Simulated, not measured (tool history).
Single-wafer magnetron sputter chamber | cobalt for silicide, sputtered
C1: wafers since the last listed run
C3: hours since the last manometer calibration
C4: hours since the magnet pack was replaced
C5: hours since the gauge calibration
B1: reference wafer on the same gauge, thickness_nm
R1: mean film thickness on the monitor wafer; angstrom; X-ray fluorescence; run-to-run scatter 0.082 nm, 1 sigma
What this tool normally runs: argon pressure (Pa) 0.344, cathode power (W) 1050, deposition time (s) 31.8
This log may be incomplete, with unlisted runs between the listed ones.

run 1 hour=0 | argon_pressure_(Pa)=0.344 cathode_power_(W)=1050 deposition_time_(s)=31.8 | C1=0 wafers_on_the_sputter_target=1592 C3=563.7 C4=7355.6 C5=847.9 | B1=15.684 | R1=157.06
run 2 hour=50.5 | argon_pressure_(Pa)=0.344 cathode_power_(W)=1050 deposition_time_(s)=31.8 | C1=1490 wafers_on_the_sputter_target=3083 C3=614.2 C4=7406.1 C5=898.4 | B1=15.684 | R1=159.41
run 3 hour=106.6 | argon_pressure_(Pa)=0.344 cathode_power_(W)=850 deposition_time_(s)=31.8 | C1=1655 wafers_on_the_sputter_target=4739 C3=670.3 C4=7462.2 C5=954.5 | B1=15.676 | R1=134.93
run 4 hour=177.6 | argon_pressure_(Pa)=0.344 cathode_power_(W)=850 deposition_time_(s)=31.8 | C1=2095 wafers_on_the_sputter_target=6835 C3=741.3 C4=7533.2 C5=1025.5 | B1=15.737 | R1=133.78
-- hour=199.7 sputter target and shields replaced
run 5 hour=318.7 | argon_pressure_(Pa)=0.344 cathode_power_(W)=1050 deposition_time_(s)=31.8 | C1=3928 wafers_on_the_sputter_target=3511 C3=882.4 C4=7674.3 C5=1166.6 | B1=15.731 | R1=158.04
run 6 hour=373.9 | argon_pressure_(Pa)=0.344 cathode_power_(W)=1050 deposition_time_(s)=31.8 | C1=1629 wafers_on_the_sputter_target=5140 C3=937.6 C4=7729.5 C5=1221.8 | B1=15.706 | R1=157.84
run 7 hour=437.2 | argon_pressure_(Pa)=0.344 cathode_power_(W)=1050 deposition_time_(s)=31.8 | C1=1868 wafers_on_the_sputter_target=7009 C3=1000.9 C4=7792.8 C5=1285.1 | B1=15.697 | R1=158.41
-- hour=451.9 sputter target and shields replaced
-- hour=467.5 capacitance manometer re-zeroed and calibrated
run 8 hour=497 | argon_pressure_(Pa)=0.344 cathode_power_(W)=1050 deposition_time_(s)=31.8 | C1=1292 wafers_on_the_sputter_target=1094 C3=29.5 C4=7852.6 C5=1344.9 | B1=15.693 | R1=158.37
-- hour=514.9 gauge calibrated
run 9 hour=568 | argon_pressure_(Pa)=0.344 cathode_power_(W)=1050 deposition_time_(s)=31.8 | C1=2095 wafers_on_the_sputter_target=3190 C3=100.5 C4=7923.6 C5=53.1 | B1=15.693 | R1=159.79
run 10 hour=627.8 | argon_pressure_(Pa)=0.344 cathode_power_(W)=1050 deposition_time_(s)=31.8 | C1=1765 wafers_on_the_sputter_target=4955 C3=160.3 C4=7983.4 C5=112.9 | B1=15.672 | R1=158.76
run 11 hour=687.5 | argon_pressure_(Pa)=0.344 cathode_power_(W)=1150 deposition_time_(s)=36.3 | C1=1762 wafers_on_the_sputter_target=6717 C3=220 C4=8043.1 C5=172.6 | B1=15.691 | R1=195.25
-- hour=720 sputter target and shields replaced
run 12 hour=758.3 | argon_pressure_(Pa)=0.344 cathode_power_(W)=1050 deposition_time_(s)=31.8 | C1=1853 wafers_on_the_sputter_target=1130 C3=290.8 C4=8113.9 C5=243.4 | B1=15.726 | R1=159.35
run 13 hour=812.9 | argon_pressure_(Pa)=0.344 cathode_power_(W)=1050 deposition_time_(s)=28.2 | C1=1611 wafers_on_the_sputter_target=2741 C3=345.4 C4=8168.5 C5=298 | B1=15.696 | R1=141.75
run 14 hour=873 | argon_pressure_(Pa)=0.274 cathode_power_(W)=1050 deposition_time_(s)=31.8 | C1=1774 wafers_on_the_sputter_target=4515 C3=405.5 C4=8228.6 C5=358.1 | B1=15.678 | R1=163.07
run 15 hour=933.7 | argon_pressure_(Pa)=0.344 cathode_power_(W)=1000 deposition_time_(s)=31.8 | C1=1791 wafers_on_the_sputter_target=6307 C3=466.2 C4=8289.3 C5=418.8 | B1=15.726 | R1=152.73
run 16 hour=964.7 | argon_pressure_(Pa)=0.229 cathode_power_(W)=1150 deposition_time_(s)=29.7 | C1=915 wafers_on_the_sputter_target=7222 C3=497.2 C4=8320.3 C5=449.8 | B1=15.7 | R1=166.28
-- hour=1010.2 sputter target and shields replaced
run 17 hour=1026.2 | argon_pressure_(Pa)=0.344 cathode_power_(W)=1050 deposition_time_(s)=31.8 | C1=1579 wafers_on_the_sputter_target=472 C3=558.7 C4=8381.8 C5=511.3 | B1=15.724 | R1=158.62
-- hour=1037.9 magnet pack replaced
run 18 hour=1050.9 | argon_pressure_(Pa)=0.344 cathode_power_(W)=1050 deposition_time_(s)=31.8 | C1=492 wafers_on_the_sputter_target=965 C3=583.4 C4=13 C5=536 | B1=15.691 | R1=157.28
run 19 hour=1104.4 | argon_pressure_(Pa)=0.344 cathode_power_(W)=1250 deposition_time_(s)=37 | C1=1579 wafers_on_the_sputter_target=2544 C3=636.9 C4=66.5 C5=589.5 | B1=15.716 | R1=212.97
run 20 hour=1139.3 | argon_pressure_(Pa)=0.344 cathode_power_(W)=1250 deposition_time_(s)=37 | C1=1030 wafers_on_the_sputter_target=3574 C3=671.8 C4=101.4 C5=624.4 | B1=15.735 | R1=213.44
run 21 hour=1173.1 | argon_pressure_(Pa)=0.24 cathode_power_(W)=1200 deposition_time_(s)=31.8 | C1=997 wafers_on_the_sputter_target=4572 C3=705.6 C4=135.2 C5=658.2 | B1=15.657 | R1=186.23
run 22 hour=1199.2 | argon_pressure_(Pa)=0.344 cathode_power_(W)=1050 deposition_time_(s)=34 | C1=770 wafers_on_the_sputter_target=5342 C3=731.7 C4=161.3 C5=684.3 | B1=15.67 | R1=170.95
run 23 hour=1242.8 | argon_pressure_(Pa)=0.344 cathode_power_(W)=1150 deposition_time_(s)=34.9 | C1=1287 wafers_on_the_sputter_target=6629 C3=775.3 C4=204.9 C5=727.9 | B1=15.729 | R1=186.08

Run 24 has not been measured yet. What should we expect?
run 24 hour=1288.7 | argon_pressure_(Pa)=0.344 cathode_power_(W)=1050 deposition_time_(s)=34 | C1=1354 wafers_on_the_sputter_target=7984 C3=821.2 C4=250.8 C5=773.8 | B1=? | R1=?

B1: 15.692
R1: 169.44 angstrom
Were there no unlogged condition in the tool, this run, its random variation unchanged, would have produced R1 169.44 angstrom.
